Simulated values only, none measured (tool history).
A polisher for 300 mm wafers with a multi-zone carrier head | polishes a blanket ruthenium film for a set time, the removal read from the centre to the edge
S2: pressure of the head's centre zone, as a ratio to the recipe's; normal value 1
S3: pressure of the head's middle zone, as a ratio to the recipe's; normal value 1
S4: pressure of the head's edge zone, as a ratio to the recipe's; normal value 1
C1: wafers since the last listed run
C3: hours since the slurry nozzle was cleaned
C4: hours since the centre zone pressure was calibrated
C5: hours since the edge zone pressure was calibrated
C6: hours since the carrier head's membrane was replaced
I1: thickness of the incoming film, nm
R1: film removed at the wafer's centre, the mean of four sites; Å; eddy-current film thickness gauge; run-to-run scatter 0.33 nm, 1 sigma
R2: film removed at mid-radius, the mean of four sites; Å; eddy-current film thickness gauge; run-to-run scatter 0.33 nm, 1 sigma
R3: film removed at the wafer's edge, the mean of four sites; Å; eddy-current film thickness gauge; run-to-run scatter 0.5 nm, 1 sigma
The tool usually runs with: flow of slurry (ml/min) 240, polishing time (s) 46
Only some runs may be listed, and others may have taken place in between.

{"run": 1, "hour": 0.0, "flow of slurry (ml/min)": 240, "S2": 1, "S3": 1, "S4": 1, "polishing time (s)": 46, "C1": 0, "wafers polished on this pad": 1686, "C3": 419, "C4": 49.8, "C5": 634.6, "C6": 1450.5, "I1": 339.5, "R1": 391, "R2": 382, "R3": 397}
{"hour": 7.5, "done": "worn pad replaced by a new one"}
{"run": 2, "hour": 21.1, "flow of slurry (ml/min)": 240, "S2": 1, "S3": 1, "S4": 1, "polishing time (s)": 46, "C1": 183, "wafers polished on this pad": 145, "C3": 440.1, "C4": 70.9, "C5": 655.7, "C6": 1471.6, "I1": 340.2, "R1": 384, "R2": 379, "R3": 404}
{"run": 3, "hour": 49.6, "flow of slurry (ml/min)": 240, "S2": 1, "S3": 1, "S4": 1, "polishing time (s)": 46, "C1": 305, "wafers polished on this pad": 450, "C3": 468.6, "C4": 99.4, "C5": 684.2, "C6": 1500.1, "I1": 343.5, "R1": 387, "R2": 379, "R3": 392}
{"run": 4, "hour": 74.7, "flow of slurry (ml/min)": 240, "S2": 1, "S3": 1, "S4": 0.91, "polishing time (s)": 46, "C1": 268, "wafers polished on this pad": 719, "C3": 493.7, "C4": 124.5, "C5": 709.3, "C6": 1525.2, "I1": 340.3, "R1": 383, "R2": 385, "R3": 379}
{"run": 5, "hour": 88.0, "flow of slurry (ml/min)": 240, "S2": 1, "S3": 1, "S4": 0.91, "polishing time (s)": 46, "C1": 142, "wafers polished on this pad": 862, "C3": 507, "C4": 137.8, "C5": 722.6, "C6": 1538.5, "I1": 340.6, "R1": 388, "R2": 382, "R3": 369}
{"run": 6, "hour": 101.2, "flow of slurry (ml/min)": 240, "S2": 1, "S3": 1, "S4": 0.91, "polishing time (s)": 46, "C1": 141, "wafers polished on this pad": 1003, "C3": 520.2, "C4": 151, "C5": 735.8, "C6": 1551.7, "I1": 337.4, "R1": 388, "R2": 384, "R3": 388}
{"hour": 116.6, "done": "edge zone pressure recalibrated"}
{"run": 7, "hour": 117.1, "flow of slurry (ml/min)": 320, "S2": 1, "S3": 0.92, "S4": 0.89, "polishing time (s)": 46, "C1": 148, "wafers polished on this pad": 1152, "C3": 536.1, "C4": 166.9, "C5": 0.5, "C6": 1567.6, "I1": 332.8, "R1": 406, "R2": 370, "R3": 385}
{"hour": 129.2, "done": "carrier head's membrane replaced by a new one"}
{"run": 8, "hour": 148.6, "flow of slurry (ml/min)": 240, "S2": 1.06, "S3": 1, "S4": 1, "polishing time (s)": 46, "C1": 283, "wafers polished on this pad": 1435, "C3": 567.6, "C4": 198.4, "C5": 32, "C6": 19.4, "I1": 337, "R1": 416, "R2": 385, "R3": 391}
{"run": 9, "hour": 175.5, "flow of slurry (ml/min)": 300, "S2": 0.9, "S3": 1, "S4": 0.93, "polishing time (s)": 46, "C1": 288, "wafers polished on this pad": 1723, "C3": 594.5, "C4": 225.3, "C5": 58.9, "C6": 46.3, "I1": 336.6, "R1": 360, "R2": 397, "R3": 388}
{"hour": 190.7, "done": "worn pad replaced by a new one"}
{"run": 10, "hour": 208.8, "flow of slurry (ml/min)": 240, "S2": 1, "S3": 1.07, "S4": 1, "polishing time (s)": 46, "C1": 313, "wafers polished on this pad": 194, "C3": 627.8, "C4": 258.6, "C5": 92.2, "C6": 79.6, "I1": 344.2, "R1": 389, "R2": 403, "R3": 396}
{"run": 11, "hour": 230.3, "flow of slurry (ml/min)": 240, "S2": 1, "S3": 1.11, "S4": 1, "polishing time (s)": 46, "C1": 230, "wafers polished on this pad": 424, "C3": 649.3, "C4": 280.1, "C5": 113.7, "C6": 101.1, "I1": 343.4, "R1": 382, "R2": 418, "R3": 391}
{"run": 12, "hour": 257.8, "flow of slurry (ml/min)": 240, "S2": 1, "S3": 1, "S4": 1.12, "polishing time (s)": 46, "C1": 294, "wafers polished on this pad": 718, "C3": 676.8, "C4": 307.6, "C5": 141.2, "C6": 128.6, "I1": 335, "R1": 388, "R2": 380, "R3": 418}
{"hour": 272.7, "done": "slurry nozzle cleaned"}
{"run": 13, "hour": 278.9, "flow of slurry (ml/min)": 195, "S2": 0.92, "S3": 0.92, "S4": 1, "polishing time (s)": 46, "C1": 215, "wafers polished on this pad": 934, "C3": 6.2, "C4": 328.7, "C5": 162.3, "C6": 149.7, "I1": 339.8, "R1": 349, "R2": 348, "R3": 380}
{"run": 14, "hour": 296.5, "flow of slurry (ml/min)": 240, "S2": 1, "S3": 1, "S4": 1, "polishing time (s)": 46, "C1": 188, "wafers polished on this pad": 1122, "C3": 23.8, "C4": 346.3, "C5": 179.9, "C6": 167.3, "I1": 344.5, "R1": 389, "R2": 379, "R3": 392}
{"run": 15, "hour": 330.6, "flow of slurry (ml/min)": 240, "S2": 1, "S3": 0.94, "S4": 1, "polishing time (s)": 46, "C1": 365, "wafers polished on this pad": 1487, "C3": 57.9, "C4": 380.4, "C5": 214, "C6": 201.4, "I1": 342.3, "R1": 389, "R2": 365, "R3": 396}
{"hour": 352.6, "done": "worn pad replaced by a new one"}
{"run": 16, "hour": 357.2, "flow of slurry (ml/min)": 240, "S2": 1, "S3": 0.89, "S4": 1, "polishing time (s)": 46, "C1": 241, "wafers polished on this pad": 49, "C3": 84.5, "C4": 407, "C5": 240.6, "C6": 228, "I1": 338.7, "R1": 387, "R2": 349, "R3": 395}
{"run": 17, "hour": 391.4, "flow of slurry (ml/min)": 240, "S2": 1, "S3": 1, "S4": 0.92, "polishing time (s)": 36, "C1": 366, "wafers polished on this pad": 415, "C3": 118.7, "C4": 441.2, "C5": 274.8, "C6": 262.2, "I1": 342.9, "R1": 304, "R2": 303, "R3": 301}

What will run 18 give?
{"run": 18, "hour": 413.6, "flow of slurry (ml/min)": 180, "S2": 1, "S3": 1, "S4": 1, "polishing time (s)": 46, "C1": 237, "wafers polished on this pad": 653, "C3": 140.9, "C4": 463.4, "C5": 297, "C6": 284.4, "I1": 342.5, "R1": "?", "R2": "?", "R3": "?"}

R1: 371 Å
R2: 364 Å
R3: 387 Å
Were there no unlogged condition in the tool, this run, its random variation unchanged, would have produced R1 371 Å, R2 364 Å, R3 387 Å.

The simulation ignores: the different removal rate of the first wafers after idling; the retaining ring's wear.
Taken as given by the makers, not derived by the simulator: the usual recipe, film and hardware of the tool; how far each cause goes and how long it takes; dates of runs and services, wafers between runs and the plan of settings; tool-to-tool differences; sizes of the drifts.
